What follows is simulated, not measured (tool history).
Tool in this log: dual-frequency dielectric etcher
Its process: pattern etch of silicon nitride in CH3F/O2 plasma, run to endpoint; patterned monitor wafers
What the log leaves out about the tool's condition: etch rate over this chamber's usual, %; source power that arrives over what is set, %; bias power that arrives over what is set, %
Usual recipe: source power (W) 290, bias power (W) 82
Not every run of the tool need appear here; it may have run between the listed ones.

run     day  source power (W)  bias power (W)  wafers since the last listed run  hours since the last wet clean  hours since the last source power generator calibration  hours since the last bias power generator calibration  hours since the last upper electrode change  incoming incoming film thickness, nm  endpoint time (s)
  1       0               290              87                                 0                           316.5                                                   4012.4                                                 1256.6                                       2529.7                                  95.9              122.4
  2   0.788               290              87                               148                           335.4                                                   4031.3                                                 1275.5                                       2548.6                                  95.8              123.2
  3   2.212               290              87                               268                           369.6                                                   4065.5                                                 1309.7                                       2582.8                                  96.1              124.4
  4   3.588               290              82                               258                           402.6                                                   4098.5                                                 1342.7                                       2615.8                                    95              124.7
  5   4.246               290              82                               123                           418.4                                                   4114.3                                                 1358.5                                       2631.6                                  95.9              127.3
  6   4.975               290              82                               137                           435.9                                                   4131.8                                                   1376                                       2649.1                                  95.6                127
  7   6.404               310              82                               268                           470.2                                                   4166.1                                                 1410.3                                       2683.4                                  96.3              124.3
      6.921  -- source power generator calibrated
  8   7.604               290              82                               194                             499                                                     16.4                                                 1439.1                                       2712.2                                  95.6              128.6
  9   8.121               290              82                                97                           511.4                                                     28.8                                                 1451.5                                       2724.6                                  96.1              128.4
      8.529  -- bias power generator calibrated
      9.592  -- wet clean of the chamber
 10   9.612               270              90                                61                             0.5                                                     64.6                                                     26                                       2760.4                                  94.9              119.6
 11  10.729               290              82                               210                            27.3                                                     91.4                                                   52.8                                       2787.2                                  95.8              121.3
     11.983  -- upper electrode replaced
 12  12.146               290              82                                78                            61.3                                                    125.4                                                   86.8                                          3.9                                  95.2              121.2
 13  13.325               330             100                               221                            89.6                                                    153.7                                                  115.1                                         32.2                                  94.9              105.7
 14  14.475               260              82                               216                           117.2                                                    181.3                                                  142.7                                         59.8                                  95.5              125.8
 15  15.062               230              82                               110                           131.3                                                    195.4                                                  156.8                                         73.9                                  95.9                135
 16  15.817               270             102                               141                           149.4                                                    213.5                                                  174.9                                           92                                  95.8              116.1

Alternative continuations, all from the tool just after run 16; predict every row:
  A  15.838               290              98                                 3                           149.9                                                      214                                                  175.4                                         92.5                                  95.8                  ?
  B  15.838               340              76                                 3                           149.9                                                      214                                                  175.4                                         92.5                                  95.8                  ?
  C  15.838               240              70                                 3                           149.9                                                      214                                                  175.4                                         92.5                                  95.8                  ?
  D  15.838               330              82                                 3                           149.9                                                      214                                                  175.4                                         92.5                                  95.8                  ?
  E  15.838               350              82                                 3                           149.9                                                      214                                                  175.4                                         92.5                                  95.8                  ?

run  endpoint time (s)
  A              115.2
  B              118.5
  C              140.1
  D              116.8
  E              114.1
Without the tool's hidden state the same runs would have given:
run  endpoint time (s)
  A              114.1
  B              117.5
  C              138.9
  D              115.7
  E              113.1
